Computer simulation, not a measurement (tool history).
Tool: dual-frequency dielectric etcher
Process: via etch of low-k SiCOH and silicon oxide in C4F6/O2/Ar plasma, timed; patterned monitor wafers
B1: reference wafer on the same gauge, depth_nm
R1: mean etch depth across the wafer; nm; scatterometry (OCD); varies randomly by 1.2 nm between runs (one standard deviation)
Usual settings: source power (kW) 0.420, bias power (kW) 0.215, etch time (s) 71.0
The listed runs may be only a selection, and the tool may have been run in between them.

{"run": 1, "hour": 0.0, "source power (kW)": 0.42, "bias power (kW)": 0.215, "etch time (s)": 71.0, "B1": 210.9, "R1": 227.1}
{"run": 2, "hour": 9.2, "source power (kW)": 0.42, "bias power (kW)": 0.215, "etch time (s)": 71.0, "B1": 210.8, "R1": 228.2}
{"run": 3, "hour": 19.6, "source power (kW)": 0.42, "bias power (kW)": 0.215, "etch time (s)": 71.0, "B1": 211.0, "R1": 229.0}
{"run": 4, "hour": 35.1, "source power (kW)": 0.42, "bias power (kW)": 0.215, "etch time (s)": 76.0, "B1": 211.0, "R1": 247.6}
{"run": 5, "hour": 41.1, "source power (kW)": 0.42, "bias power (kW)": 0.215, "etch time (s)": 76.0, "B1": 210.8, "R1": 245.3}
{"run": 6, "hour": 52.1, "source power (kW)": 0.42, "bias power (kW)": 0.215, "etch time (s)": 76.0, "B1": 210.8, "R1": 247.2}
{"run": 7, "hour": 63.7, "source power (kW)": 0.38, "bias power (kW)": 0.215, "etch time (s)": 71.0, "B1": 210.6, "R1": 224.9}
{"run": 8, "hour": 80.9, "source power (kW)": 0.38, "bias power (kW)": 0.215, "etch time (s)": 71.0, "B1": 211.1, "R1": 226.1}
{"run": 9, "hour": 95.2, "source power (kW)": 0.42, "bias power (kW)": 0.249, "etch time (s)": 71.0, "B1": 211.3, "R1": 243.1}
{"hour": 103.4, "done": "bias power generator calibrated"}
{"run": 10, "hour": 103.9, "source power (kW)": 0.42, "bias power (kW)": 0.249, "etch time (s)": 71.0, "B1": 211.1, "R1": 241.6}
{"run": 11, "hour": 110.7, "source power (kW)": 0.42, "bias power (kW)": 0.249, "etch time (s)": 71.0, "B1": 211.1, "R1": 242.7}
{"run": 12, "hour": 127.7, "source power (kW)": 0.42, "bias power (kW)": 0.215, "etch time (s)": 71.0, "B1": 210.8, "R1": 233.0}
{"run": 13, "hour": 136.9, "source power (kW)": 0.42, "bias power (kW)": 0.215, "etch time (s)": 71.0, "B1": 211.1, "R1": 229.8}
{"hour": 144.1, "done": "gauge calibrated"}
{"run": 14, "hour": 144.4, "source power (kW)": 0.42, "bias power (kW)": 0.215, "etch time (s)": 54.5, "B1": 211.0, "R1": 178.8}
{"run": 15, "hour": 157.9, "source power (kW)": 0.45, "bias power (kW)": 0.215, "etch time (s)": 59.5, "B1": 211.2, "R1": 197.9}
{"run": 16, "hour": 165.6, "source power (kW)": 0.37, "bias power (kW)": 0.167, "etch time (s)": 63.0, "B1": 210.7, "R1": 189.6}
{"hour": 200.7, "done": "upper electrode replaced, of another model than before"}
{"hour": 204.9, "done": "source power generator calibrated"}
{"hour": 210.9, "done": "wet clean of the chamber"}
{"run": 17, "hour": 211.4, "source power (kW)": 0.34, "bias power (kW)": 0.255, "etch time (s)": 50.0, "B1": 210.9, "R1": 162.3}
{"run": 18, "hour": 211.8, "source power (kW)": 0.34, "bias power (kW)": 0.215, "etch time (s)": 79.5, "B1": 210.6, "R1": 239.9}
{"run": 19, "hour": 212.1, "source power (kW)": 0.51, "bias power (kW)": 0.189, "etch time (s)": 82.0, "B1": 211.3, "R1": 247.4}
{"run": 20, "hour": 216.0, "source power (kW)": 0.34, "bias power (kW)": 0.263, "etch time (s)": 61.5, "B1": 211.3, "R1": 202.2}
{"run": 21, "hour": 228.7, "source power (kW)": 0.42, "bias power (kW)": 0.215, "etch time (s)": 60.5, "B1": 210.7, "R1": 187.8}
{"run": 22, "hour": 236.0, "source power (kW)": 0.34, "bias power (kW)": 0.191, "etch time (s)": 84.0, "B1": 210.9, "R1": 244.5}
{"run": 23, "hour": 242.5, "source power (kW)": 0.42, "bias power (kW)": 0.215, "etch time (s)": 71.0, "B1": 211.0, "R1": 220.3}
{"run": 24, "hour": 254.6, "source power (kW)": 0.52, "bias power (kW)": 0.215, "etch time (s)": 86.5, "B1": 210.8, "R1": 274.9}
{"run": 25, "hour": 262.9, "source power (kW)": 0.37, "bias power (kW)": 0.188, "etch time (s)": 61.0, "B1": 211.1, "R1": 178.2}
{"run": 26, "hour": 277.8, "source power (kW)": 0.42, "bias power (kW)": 0.215, "etch time (s)": 71.0, "B1": 210.8, "R1": 221.6}
{"run": 27, "hour": 287.2, "source power (kW)": 0.42, "bias power (kW)": 0.215, "etch time (s)": 71.0, "B1": 211.1, "R1": 221.8}

The logged runs with the hidden state left out (each run's random variation unchanged):
Hidden conditions of the tool in this case: etch rate over this chamber's usual, %; source power that arrives over what is set, %; bias power that arrives over what is set, %; gauge reads high (%).
run=1 R1=219.9
run=2 R1=220.7
run=3 R1=221.1
run=4 R1=238.6
run=5 R1=236.2
run=6 R1=237.5
run=7 R1=215.8
run=8 R1=216.4
run=9 R1=232.2
run=10 R1=230.5
run=11 R1=231.3
run=12 R1=221.5
run=13 R1=218.2
run=14 R1=169.6
run=15 R1=187.3
run=16 R1=179.3
run=17 R1=163.2
run=18 R1=241.1
run=19 R1=248.7
run=20 R1=203.1
run=21 R1=188.3
run=22 R1=244.8
run=23 R1=220.4
run=24 R1=274.6
run=25 R1=177.7
run=26 R1=220.6
run=27 R1=220.4
